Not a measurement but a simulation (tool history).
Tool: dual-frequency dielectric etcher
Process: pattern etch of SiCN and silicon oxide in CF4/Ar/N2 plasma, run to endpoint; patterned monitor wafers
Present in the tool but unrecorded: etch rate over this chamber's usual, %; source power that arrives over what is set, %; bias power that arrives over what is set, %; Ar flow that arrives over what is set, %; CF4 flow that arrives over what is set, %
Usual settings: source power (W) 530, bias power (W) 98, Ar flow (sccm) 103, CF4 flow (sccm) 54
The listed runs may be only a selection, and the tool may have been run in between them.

run	hour	source power (W)	bias power (W)	Ar flow (sccm)	CF4 flow (sccm)	wafers since the last listed run	hours since the last wet clean	hours since the last source power generator calibration	hours since the last bias power generator calibration	hours since the last Ar flow controller change	hours since the last CF4 flow controller change	hours since the last upper electrode change	incoming incoming film thickness, nm	endpoint time (s)
1	0.0	530	98	103	54	0	181.9	2008.7	2476.8	3546.0	4542.7	3308.8	10.44	9.1
2	65.2	530	98	103	54	1234	247.1	2073.9	2542.0	3611.2	4607.9	3374.0	10.48	9.2
# hour 115.8: CF4 flow controller replaced
3	138.8	530	98	103	54	1280	320.7	2147.5	2615.6	3684.8	23.0	3447.6	10.53	9.2
# hour 163.4: source power generator calibrated
4	183.0	530	98	103	54	761	364.9	19.6	2659.8	3729.0	67.2	3491.8	10.50	9.2
# hour 265.8: wet clean of the chamber
5	266.3	530	98	103	54	1123	0.5	102.9	2743.1	3812.3	150.5	3575.1	10.38	9.1
6	306.5	530	98	103	54	761	40.7	143.1	2783.3	3852.5	190.7	3615.3	10.49	9.1
7	370.2	530	98	103	54	1206	104.4	206.8	2847.0	3916.2	254.4	3679.0	10.47	9.1
# hour 440.0: Ar flow controller replaced
8	467.5	430	106	81	66	1729	201.7	304.1	2944.3	27.5	351.7	3776.3	10.50	9.8
9	504.8	480	115	87	61	706	239.0	341.4	2981.6	64.8	389.0	3813.6	10.56	9.1
10	586.2	590	83	81	67	1541	320.4	422.8	3063.0	146.2	470.4	3895.0	10.42	8.0
11	667.1	530	98	103	54	1532	401.3	503.7	3143.9	227.1	551.3	3975.9	10.41	9.0
# hour 707.6: bias power generator calibrated
# hour 737.7: upper electrode replaced
12	738.2	530	98	103	54	816	472.4	574.8	30.6	298.2	622.4	0.5	10.53	9.1
# hour 768.5: wet clean of the chamber
13	773.3	530	107	103	54	210	4.8	609.9	65.7	333.3	657.5	35.6	10.54	9.1
14	818.5	660	76	103	54	856	50.0	655.1	110.9	378.5	702.7	80.8	10.49	8.2
15	907.7	530	98	111	47	1689	139.2	744.3	200.1	467.7	791.9	170.0	10.47	9.5
16	1000.0	610	98	126	54	1748	231.5	836.6	292.4	560.0	884.2	262.3	10.39	8.5
# hour 1260.4: wet clean of the chamber
17	1294.2	530	98	103	54	5117	33.8	1130.8	586.6	854.2	1178.4	556.5	10.48	9.2
18	1347.4	530	91	103	54	1007	87.0	1184.0	639.8	907.4	1231.6	609.7	10.43	9.3
19	1398.8	460	98	83	54	973	138.4	1235.4	691.2	958.8	1283.0	661.1	10.57	9.9
20	1468.0	600	120	122	43	1310	207.6	1304.6	760.4	1028.0	1352.2	730.3	10.59	8.7
21	1509.5	590	83	81	67	785	249.1	1346.1	801.9	1069.5	1393.7	771.8	10.53	8.1
22	1595.0	610	88	111	50	1619	334.6	1431.6	887.4	1155.0	1479.2	857.3	10.45	8.7
23	1639.5	530	91	103	54	842	379.1	1476.1	931.9	1199.5	1523.7	901.8	10.51	9.3

How the hidden state differs across the entries between the runs, from the last listed run before each to the first after it:
Run 2 -> run 3: CF4 flow controller replaced (hour 115.8)
  both runs share identical hidden conditions
Run 3 -> run 4: source power generator calibrated (hour 163.4)
  both runs share identical hidden conditions
Run 4 -> run 5: wet clean of the chamber (hour 265.8)
  both runs share identical hidden conditions
Run 7 -> run 8: Ar flow controller replaced (hour 440.0)
  both runs share identical hidden conditions
Run 11 -> run 12: bias power generator calibrated (hour 707.6); upper electrode replaced (hour 737.7)
  both runs share identical hidden conditions
Run 12 -> run 13: wet clean of the chamber (hour 768.5)
  both runs share identical hidden conditions
Run 16 -> run 17: wet clean of the chamber (hour 1260.4)
  both runs share identical hidden conditions
